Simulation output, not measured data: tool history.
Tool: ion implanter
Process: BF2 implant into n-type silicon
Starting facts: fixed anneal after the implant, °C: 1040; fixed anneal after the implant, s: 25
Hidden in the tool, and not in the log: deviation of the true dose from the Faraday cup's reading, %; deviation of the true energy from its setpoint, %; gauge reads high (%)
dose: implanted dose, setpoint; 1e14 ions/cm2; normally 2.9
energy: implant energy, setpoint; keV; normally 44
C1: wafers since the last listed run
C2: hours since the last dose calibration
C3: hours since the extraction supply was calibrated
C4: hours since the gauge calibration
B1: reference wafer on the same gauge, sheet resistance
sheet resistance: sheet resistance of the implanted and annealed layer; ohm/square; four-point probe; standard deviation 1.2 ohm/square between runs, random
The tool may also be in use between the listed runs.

Run 1, day 0: usual settings; C1 0; C2 558.6; C3 5946.2; C4 500.2; B1 339.04. Result: sheet resistance 360.57 ohm/square.
Run 2, day 2.492: usual settings but dose 2.35 1e14 ions/cm2; C1 934; C2 618.4; C3 6006; C4 560; B1 338.88. Result: sheet resistance 430.36 ohm/square.
At day 3.033: Faraday cup replaced and dose calibrated.
Run 3, day 3.738: usual settings but dose 2.35 1e14 ions/cm2; C1 342; C2 16.9; C3 6035.9; C4 589.9; B1 339.02. Result: sheet resistance 428.79 ohm/square.
Run 4, day 4.825: usual settings but dose 2.35 1e14 ions/cm2; C1 408; C2 43; C3 6062; C4 616; B1 339.29. Result: sheet resistance 428.65 ohm/square.
Run 5, day 5.667: usual settings but energy 56 keV; C1 315; C2 63.2; C3 6082.2; C4 636.2; B1 339.01. Result: sheet resistance 351.21 ohm/square.
Run 6, day 6.892: usual settings; C1 459; C2 92.6; C3 6111.6; C4 665.6; B1 339.1. Result: sheet resistance 359.62 ohm/square.
Run 7, day 8.179: usual settings; C1 483; C2 123.5; C3 6142.5; C4 696.5; B1 339.04. Result: sheet resistance 360.71 ohm/square.
Run 8, day 12.35: usual settings; C1 1564; C2 223.6; C3 6242.6; C4 796.6; B1 338.92. Result: sheet resistance 360.93 ohm/square.
At day 13.608: extraction supply calibrated.
Run 9, day 13.662: usual settings but energy 33 keV; C1 367; C2 255.1; C3 1.3; C4 828.1; B1 339.14. Result: sheet resistance 371.78 ohm/square.
Run 10, day 14.233: usual settings but energy 33 keV; C1 214; C2 268.8; C3 15; C4 841.8; B1 339.2. Result: sheet resistance 369.56 ohm/square.
Run 11, day 15.579: usual settings but energy 33 keV; C1 504; C2 301.1; C3 47.3; C4 874.1; B1 338.85. Result: sheet resistance 369.69 ohm/square.
Run 12, day 16.742: usual settings; C1 436; C2 329; C3 75.2; C4 902; B1 339.18. Result: sheet resistance 361.61 ohm/square.
Run 13, day 17.779: usual settings; C1 389; C2 353.9; C3 100.1; C4 926.9; B1 338.83. Result: sheet resistance 362.13 ohm/square.
Run 14, day 18.462: usual settings but energy 49.5 keV; C1 256; C2 370.3; C3 116.5; C4 943.3; B1 338.9. Result: sheet resistance 355.32 ohm/square.
Run 15, day 19.833: usual settings but energy 33.5 keV; C1 514; C2 403.2; C3 149.4; C4 976.2; B1 338.89. Result: sheet resistance 369.97 ohm/square.
Run 16, day 20.75: usual settings but energy 33.5 keV; C1 343; C2 425.2; C3 171.4; C4 998.2; B1 338.95. Result: sheet resistance 372.82 ohm/square.
Run 17, day 21.7: usual settings; C1 356; C2 448; C3 194.2; C4 1021; B1 338.98. Result: sheet resistance 360.01 ohm/square.
Run 18, day 22.85: usual settings but dose 2.05 1e14 ions/cm2, energy 33.5 keV; C1 431; C2 475.6; C3 221.8; C4 1048.6; B1 339.07. Result: sheet resistance 497.23 ohm/square.
Run 19, day 24.746: usual settings but dose 2.21 1e14 ions/cm2, energy 37 keV; C1 711; C2 521.1; C3 267.3; C4 1094.1; B1 339.11. Result: sheet resistance 458.15 ohm/square.
Run 20, day 25.308: usual settings but dose 2.21 1e14 ions/cm2, energy 33.5 keV; C1 211; C2 534.6; C3 280.8; C4 1107.6; B1 338.86. Result: sheet resistance 464 ohm/square.
Run 21, day 26.771: usual settings but dose 2.28 1e14 ions/cm2, energy 35.5 keV; C1 548; C2 569.7; C3 315.9; C4 1142.7; B1 338.96. Result: sheet resistance 451.18 ohm/square.
Run 22, day 27.921: usual settings but dose 2.47 1e14 ions/cm2, energy 33 keV; C1 431; C2 597.3; C3 343.5; C4 1170.3; B1 339.06. Result: sheet resistance 424.5 ohm/square.
At day 28.638: Faraday cup replaced and dose calibrated.
Run 23, day 29.038: usual settings but energy 55 keV; C1 293; C2 9.6; C3 370.3; C4 1197.1; B1 339.06. Result: sheet resistance 349.66 ohm/square.
Run 24, day 30.367: usual settings; C1 498; C2 41.5; C3 402.2; C4 1229; B1 338.79. Result: sheet resistance 361.72 ohm/square.
At day 30.567: gauge calibrated.
Run 25, day 31.533: usual settings but energy 48.5 keV; C1 437; C2 69.5; C3 430.2; C4 23.2; B1 339.1. Result: sheet resistance 356.38 ohm/square.
Run 26, day 32.508: usual settings but dose 3.46 1e14 ions/cm2, energy 31 keV; C1 365; C2 92.9; C3 453.6; C4 46.6; B1 339.02. Result: sheet resistance 320.19 ohm/square.
Run 27, day 33.921: usual settings but dose 3.52 1e14 ions/cm2, energy 58.5 keV; C1 529; C2 126.8; C3 487.5; C4 80.5; B1 339.01. Result: sheet resistance 297.29 ohm/square.
Run 28, day 35.25: usual settings but dose 3.51 1e14 ions/cm2; C1 498; C2 158.7; C3 519.4; C4 112.4; B1 338.85. Result: sheet resistance 306.46 ohm/square.
Run 29, day 36.421: usual settings but dose 3.49 1e14 ions/cm2, energy 30 keV; C1 439; C2 186.8; C3 547.5; C4 140.5; B1 339. Result: sheet resistance 319.23 ohm/square.
Run 30, day 37.433: usual settings; C1 379; C2 211.1; C3 571.8; C4 164.8; B1 339.21. Result: sheet resistance 359.66 ohm/square.
Run 31, day 38.208: usual settings but dose 3.59 1e14 ions/cm2, energy 51 keV; C1 290; C2 229.7; C3 590.4; C4 183.4; B1 339.09. Result: sheet resistance 298.42 ohm/square.
Run 32, day 38.942: usual settings but energy 58.5 keV; C1 275; C2 247.3; C3 608; C4 201; B1 339.03. Result: sheet resistance 347.4 ohm/square.
Run 33, day 40.088: usual settings but dose 2.41 1e14 ions/cm2, energy 48.5 keV; C1 429; C2 274.8; C3 635.5; C4 228.5; B1 339.06. Result: sheet resistance 417.64 ohm/square.
Run 34, day 41.179: usual settings but dose 3.39 1e14 ions/cm2, energy 55.5 keV; C1 409; C2 301; C3 661.7; C4 254.7; B1 338.98. Result: sheet resistance 308.65 ohm/square.
Run 35, day 42.533: usual settings; C1 508; C2 333.5; C3 694.2; C4 287.2; B1 338.75. Result: sheet resistance 361.2 ohm/square.
Run 36, day 43.279: usual settings but dose 3.76 1e14 ions/cm2; C1 279; C2 351.4; C3 712.1; C4 305.1; B1 339.09. Result: sheet resistance 290.75 ohm/square.
Run 37, day 44.5: usual settings; C1 458; C2 380.7; C3 741.4; C4 334.4; B1 339.34. Result: sheet resistance 361.45 ohm/square.

What if the next run were any one of these 4? Each begins from the tool's condition after run 37:
Run A, day 44.517: usual settings; C1 6; C2 381.1; C3 741.8; C4 334.8; B1 ?. Result: sheet resistance ?.
Run B, day 44.517: usual settings but dose 2.31 1e14 ions/cm2, energy 51 keV; C1 6; C2 381.1; C3 741.8; C4 334.8; B1 ?. Result: sheet resistance ?.
Run C, day 44.517: usual settings but dose 2.22 1e14 ions/cm2; C1 6; C2 381.1; C3 741.8; C4 334.8; B1 ?. Result: sheet resistance ?.
Run D, day 44.517: usual settings but dose 3.43 1e14 ions/cm2, energy 35.5 keV; C1 6; C2 381.1; C3 741.8; C4 334.8; B1 ?. Result: sheet resistance ?.

run      B1  sheet resistance
  A  338.81            359.18
  B  338.81            426.27
  C  338.81            448.42
  D  338.81            319.18
What these runs would have given with no unlogged condition in the tool:
run  sheet resistance
  A            359.18
  B            426.27
  C            448.42
  D            319.18
